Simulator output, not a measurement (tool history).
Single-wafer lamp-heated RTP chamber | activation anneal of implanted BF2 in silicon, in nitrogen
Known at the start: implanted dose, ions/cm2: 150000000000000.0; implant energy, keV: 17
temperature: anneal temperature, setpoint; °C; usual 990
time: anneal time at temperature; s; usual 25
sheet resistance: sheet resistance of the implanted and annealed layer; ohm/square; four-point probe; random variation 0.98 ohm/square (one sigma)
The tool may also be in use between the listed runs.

run   hour  temperature  time  wafers since the last listed run  wafers since the last pyrometer calibration  wafers since the reflector plate was cleaned  hours since the gauge calibration  read-back reference wafer on the same gauge, sheet resistance  sheet resistance
  1    0.0          990    20                                 0                                         7370                                          6670                              171.0                                                         531.87            653.77
  2   22.4          990    20                               147                                         7517                                          6817                              193.4                                                         531.94            654.45
  3   39.6          990    34                               112                                         7629                                          6930                              210.6                                                         531.70            648.62
  4   55.8          990    25                               106                                         7736                                          7037                              226.8                                                         531.35            651.64
  5   84.6          990    28                               189                                         7925                                          7226                              255.6                                                         531.28            650.25
  6  108.9          990    28                               159                                         8084                                          7385                              279.9                                                         530.88            649.19
  7  141.5          973    25                               213                                         8298                                          7599                              312.5                                                         530.45            655.93
  8  169.3          973    25                               182                                         8481                                          7782                              340.3                                                         530.20            657.27
  9  184.9          990    25                               102                                         8583                                          7884                              355.9                                                         530.04            649.84
     195.6  -- reflector plate cleaned
 10  197.6          990    25                                30                                         8614                                            13                              368.6                                                         529.87            651.04

Run 11 comes next. What will it give?
 11  212.4          981    12                                97                                         8711                                           110                              383.4                                                              ?                 ?

Run 11 gave read-back reference wafer on the same gauge, sheet resistance 529.52, sheet resistance 658.96 ohm/square.
Without the tool's hidden state the same run would have given sheet resistance 664.13 ohm/square.

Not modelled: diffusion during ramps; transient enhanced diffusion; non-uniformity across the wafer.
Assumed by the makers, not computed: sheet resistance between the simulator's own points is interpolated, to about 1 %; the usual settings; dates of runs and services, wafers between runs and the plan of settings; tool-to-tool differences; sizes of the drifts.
